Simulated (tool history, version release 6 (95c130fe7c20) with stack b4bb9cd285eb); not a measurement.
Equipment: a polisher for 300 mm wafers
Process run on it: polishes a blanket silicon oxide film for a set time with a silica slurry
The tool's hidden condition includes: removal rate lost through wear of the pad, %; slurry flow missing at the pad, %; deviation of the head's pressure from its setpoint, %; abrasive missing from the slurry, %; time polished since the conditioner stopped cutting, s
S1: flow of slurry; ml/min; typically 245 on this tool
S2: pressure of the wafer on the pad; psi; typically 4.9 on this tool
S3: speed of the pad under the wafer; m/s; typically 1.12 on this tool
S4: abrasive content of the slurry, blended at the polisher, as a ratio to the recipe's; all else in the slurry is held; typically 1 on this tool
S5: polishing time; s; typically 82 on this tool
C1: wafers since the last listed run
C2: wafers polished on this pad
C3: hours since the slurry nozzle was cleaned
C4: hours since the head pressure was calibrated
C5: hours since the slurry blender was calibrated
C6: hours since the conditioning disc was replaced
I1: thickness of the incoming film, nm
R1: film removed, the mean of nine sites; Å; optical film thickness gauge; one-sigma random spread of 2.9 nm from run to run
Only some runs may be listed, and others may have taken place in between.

run 1 hour=0 | S1=285 S2=4.9 S3=1.3 S4=1 S5=82 | C1=0 C2=44 C3=336.3 C4=568.8 C5=59.5 C6=138.5 | I1=1005.6 | R1=3895
run 2 hour=65.1 | S1=245 S2=4.9 S3=1.32 S4=0.8 S5=82 | C1=716 C2=760 C3=401.4 C4=633.9 C5=124.6 C6=203.6 | I1=979.6 | R1=3403
-- hour=130.5 conditioning disc replaced and pad reconditioned
run 3 hour=134.3 | S1=245 S2=4.9 S3=1.12 S4=1 S5=82 | C1=739 C2=1500 C3=470.6 C4=703.1 C5=193.8 C6=3.8 | I1=1011.7 | R1=3249
-- hour=160.2 worn pad replaced by a new one
-- hour=176.7 slurry blender recalibrated
run 4 hour=195.3 | S1=245 S2=4.9 S3=1.12 S4=1 S5=82 | C1=605 C2=364 C3=531.6 C4=764.1 C5=18.6 C6=64.8 | I1=1011.7 | R1=3455
run 5 hour=225.5 | S1=245 S2=4.9 S3=1.12 S4=1 S5=82 | C1=332 C2=696 C3=561.8 C4=794.3 C5=48.8 C6=95 | I1=995 | R1=3385
-- hour=288.6 slurry nozzle cleaned
run 6 hour=289.1 | S1=205 S2=4.9 S3=1.12 S4=1 S5=82 | C1=688 C2=1385 C3=0.5 C4=857.9 C5=112.4 C6=158.6 | I1=1019.4 | R1=3343
-- hour=305.5 head pressure recalibrated
run 7 hour=333.9 | S1=310 S2=4.9 S3=1.12 S4=1 S5=82 | C1=470 C2=1856 C3=45.3 C4=28.4 C5=157.2 C6=203.4 | I1=991.1 | R1=3374
-- hour=353.4 worn pad replaced by a new one
-- hour=362.8 slurry blender recalibrated
run 8 hour=368.8 | S1=245 S2=4.9 S3=1.12 S4=1 S5=82 | C1=317 C2=147 C3=80.2 C4=63.3 C5=6 C6=238.3 | I1=1000.7 | R1=3551
-- hour=382.3 conditioning disc replaced and pad reconditioned
run 9 hour=430.9 | S1=245 S2=4.9 S3=1.12 S4=1 S5=82 | C1=661 C2=808 C3=142.3 C4=125.4 C5=68.1 C6=48.6 | I1=985.6 | R1=3453
run 10 hour=495.6 | S1=290 S2=5.7 S3=1.12 S4=1.15 S5=82 | C1=711 C2=1520 C3=207 C4=190.1 C5=132.8 C6=113.3 | I1=992 | R1=4009
-- hour=520 worn pad replaced by a new one
run 11 hour=542.1 | S1=245 S2=4.9 S3=0.78 S4=1 S5=65 | C1=467 C2=243 C3=253.5 C4=236.6 C5=179.3 C6=159.8 | I1=993.2 | R1=2009
run 12 hour=574 | S1=245 S2=4.9 S3=1.12 S4=1 S5=82 | C1=350 C2=594 C3=285.4 C4=268.5 C5=211.2 C6=191.7 | I1=991.7 | R1=3209
-- hour=590.9 slurry blender recalibrated
run 13 hour=600.5 | S1=245 S2=4.9 S3=1.48 S4=0.7 S5=82 | C1=269 C2=864 C3=311.9 C4=295 C5=9.6 C6=218.2 | I1=993.1 | R1=3688
run 14 hour=640.8 | S1=245 S2=4.4 S3=1.36 S4=1 S5=82 | C1=443 C2=1307 C3=352.2 C4=335.3 C5=49.9 C6=258.5 | I1=1004.4 | R1=3737
-- hour=658.7 conditioning disc replaced and pad reconditioned
-- hour=672.3 worn pad replaced by a new one
run 15 hour=675.2 | S1=245 S2=4.9 S3=1.12 S4=1 S5=82 | C1=312 C2=32 C3=386.6 C4=369.7 C5=84.3 C6=16.5 | I1=993.7 | R1=3434
run 16 hour=709.3 | S1=245 S2=4.9 S3=0.78 S4=1 S5=82 | C1=375 C2=407 C3=420.7 C4=403.8 C5=118.4 C6=50.6 | I1=1009.7 | R1=2534
run 17 hour=780.6 | S1=245 S2=4.9 S3=1.12 S4=0.85 S5=82 | C1=784 C2=1191 C3=492 C4=475.1 C5=189.7 C6=121.9 | I1=984.3 | R1=2979
-- hour=800 slurry blender recalibrated
-- hour=847.2 worn pad replaced by a new one
run 18 hour=848 | S1=325 S2=4.9 S3=1.12 S4=1 S5=82 | C1=675 C2=8 C3=559.4 C4=542.5 C5=48 C6=189.3 | I1=1013 | R1=3459
run 19 hour=878.2 | S1=325 S2=4.9 S3=1.36 S4=1 S5=82 | C1=332 C2=340 C3=589.6 C4=572.7 C5=78.2 C6=219.5 | I1=996.5 | R1=3984

4 ways to go on from here, each from the tool as it stands after run 19. What would each give?
run A hour=878.7 | S1=245 S2=4.9 S3=1.12 S4=0.9 S5=82 | C1=5 C2=346 C3=590.1 C4=573.2 C5=78.7 C6=220 | I1=996.8 | R1=?
run B hour=878.7 | S1=190 S2=4.9 S3=1.12 S4=1 S5=62 | C1=5 C2=346 C3=590.1 C4=573.2 C5=78.7 C6=220 | I1=996.8 | R1=?
run C hour=878.7 | S1=245 S2=4.9 S3=1.12 S4=1 S5=103 | C1=5 C2=346 C3=590.1 C4=573.2 C5=78.7 C6=220 | I1=996.8 | R1=?
run D hour=878.7 | S1=245 S2=4.9 S3=1.22 S4=0.7 S5=96 | C1=5 C2=346 C3=590.1 C4=573.2 C5=78.7 C6=220 | I1=996.8 | R1=?

run=A R1=3134
run=B R1=2420
run=C R1=4139
run=D R1=3437
Stripped of hidden state, with their random variation kept, the same runs would have yielded:
run=A R1=3359
run=B R1=2602
run=C R1=4427
run=D R1=3704
